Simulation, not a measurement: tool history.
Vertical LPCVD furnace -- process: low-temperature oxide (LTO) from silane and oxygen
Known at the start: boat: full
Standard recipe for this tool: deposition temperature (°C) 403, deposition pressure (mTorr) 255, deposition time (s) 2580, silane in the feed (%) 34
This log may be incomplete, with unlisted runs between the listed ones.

run     day  deposition temperature (°C)  deposition pressure (mTorr)  deposition time (s)  silane in the feed (%)  wafers since the last listed run  hours since the last temperature calibration  hours since the pressure gauge was zeroed  hours since the silane flow controller was replaced  hours since the gauge calibration  read-back reference wafer on the same gauge, thickness  film thickness on the monitor wafer in the middle of the boat (nm)
  1   0.000                          403                          255                 2580                      34                                 0                                        3346.0                                     3377.8                                               5437.7                              603.9                                                  329.15                                                              392.10
  2   0.954                          403                          290                 2850                      34                               342                                        3368.9                                     3400.7                                               5460.6                              626.8                                                  328.96                                                              492.98
  3   2.400                          403                          290                 2850                      34                               519                                        3403.6                                     3435.4                                               5495.3                              661.5                                                  329.06                                                              493.61
  4   3.592                          403                          290                 2850                      34                               428                                        3432.2                                     3464.0                                               5523.9                              690.1                                                  328.94                                                              494.45
  5   4.558                          403                          230                 2580                      39                               347                                        3455.4                                     3487.2                                               5547.1                              713.3                                                  329.05                                                              422.21
  6   5.242                          403                          230                 2580                      39                               245                                        3471.8                                     3503.6                                               5563.5                              729.7                                                  328.95                                                              422.38
  7   6.488                          403                          230                 2580                      39                               447                                        3501.7                                     3533.5                                               5593.4                              759.6                                                  329.20                                                              422.47
  8   7.188                          397                          255                 2580                      34                               251                                        3518.5                                     3550.3                                               5610.2                              776.4                                                  329.09                                                              369.22
  9   8.429                          398                          255                 2580                      34                               446                                        3548.3                                     3580.1                                               5640.0                              806.2                                                  328.77                                                              372.32
 10   9.038                          398                          255                 2580                      34                               218                                        3562.9                                     3594.7                                               5654.6                              820.8                                                  328.92                                                              372.67
     12.158  -- pressure gauge zeroed
 11  13.017                          406                          255                 2580                      39                              1070                                        3658.4                                       20.6                                               5750.1                              916.3                                                  329.06                                                              484.43
 12  13.917                          406                          255                 2580                      39                               323                                        3680.0                                       42.2                                               5771.7                              937.9                                                  328.96                                                              485.05
     15.912  -- thermocouples replaced and temperature profile calibrated
 13  15.933                          406                          255                 2580                      39                               365                                           0.5                                       90.6                                               5820.1                              986.3                                                  328.80                                                              464.89
 14  16.171                          403                          255                 1950                      34                                85                                           6.2                                       96.3                                               5825.8                              992.0                                                  328.86                                                              283.31
 15  16.858                          403                          255                 1950                      34                               246                                          22.7                                      112.8                                               5842.3                             1008.5                                                  328.96                                                              284.03
 16  17.388                          403                          255                 2580                      34                               190                                          35.4                                      125.5                                               5855.0                             1021.2                                                  328.91                                                              376.41
 17  18.317                          403                          255                 2580                      34                               333                                          57.7                                      147.8                                               5877.3                             1043.5                                                  329.39                                                              375.41
     19.583  -- gauge calibrated
     20.367  -- silane flow controller replaced
 18  20.388                          403                          255                 2580                      34                               384                                         107.4                                      197.5                                                  0.5                               19.3                                                  328.97                                                              378.91
 19  20.592                          403                          235                 1620                      40                                73                                         112.3                                      202.4                                                  5.4                               24.2                                                  329.15                                                              266.83
 20  21.738                          403                          220                 2580                      34                               411                                         139.8                                      229.9                                                 32.9                               51.7                                                  329.11                                                              326.61
 21  23.088                          399                          300                 2580                      29                               484                                         172.2                                      262.3                                                 65.3                               84.1                                                  328.85                                                              339.44
 22  24.254                          393                          255                 2580                      34                               419                                         200.2                                      290.3                                                 93.3                              112.1                                                  328.97                                                              338.18
 23  25.592                          403                          210                 3540                      29                               480                                         232.3                                      322.4                                                125.4                              144.2                                                  328.80                                                              340.96
 24  27.017                          403                          255                 1770                      31                               511                                         266.5                                      356.6                                                159.6                              178.4                                                  329.06                                                              229.31
 25  28.483                          399                          255                 2580                      34                               526                                         301.7                                      391.8                                                194.8                              213.6                                                  329.14                                                              363.19
 26  29.775                          400                          295                 2880                      38                               464                                         332.7                                      422.8                                                225.8                              244.6                                                  329.13                                                              549.48
 27  30.842                          403                          225                 2580                      36                               383                                         358.3                                      448.4                                                251.4                              270.2                                                  329.01                                                              362.46
 28  31.796                          403                          280                 2580                      34                               342                                         381.2                                      471.3                                                274.3                              293.1                                                  329.24                                                              419.04
 29  33.012                          407                          295                 2580                      39                               437                                         410.4                                      500.5                                                303.5                              322.3                                                  328.92                                                              548.84
 30  34.538                          409                          255                 2580                      38                               547                                         447.0                                      537.1                                                340.1                              358.9                                                  329.15                                                              472.04
 31  35.467                          403                          255                 2580                      34                               333                                         469.3                                      559.4                                                362.4                              381.2                                                  328.99                                                              382.42
 32  36.462                          403                          255                 3510                      34                               357                                         493.2                                      583.3                                                386.3                              405.1                                                  329.26                                                              522.71

What the log doesn't show, run by run:
true pressure minus gauge reading, mTorr: 0 across all the runs
deviation of the silane flow from its setpoint, %: 0 across all the runs
gauge reads high (%): 0 across all the runs
H1: true tube temperature minus thermocouple reading, K
run     H1
  1   4.23
  2   4.23
  3   4.24
  4   4.24
  5   4.25
  6   4.25
  7   4.26
  8   4.26
  9   4.27
 10   4.27
 11   4.29
 12   4.29
 13  0.205
 14  0.225
 15   0.28
 16  0.323
 17  0.396
 18  0.555
 19   0.57
 20  0.655
 21  0.752
 22  0.835
 23  0.927
 24   1.02
 25   1.12
 26    1.2
 27   1.27
 28   1.32
 29    1.4
 30   1.48
 31   1.54
 32   1.59

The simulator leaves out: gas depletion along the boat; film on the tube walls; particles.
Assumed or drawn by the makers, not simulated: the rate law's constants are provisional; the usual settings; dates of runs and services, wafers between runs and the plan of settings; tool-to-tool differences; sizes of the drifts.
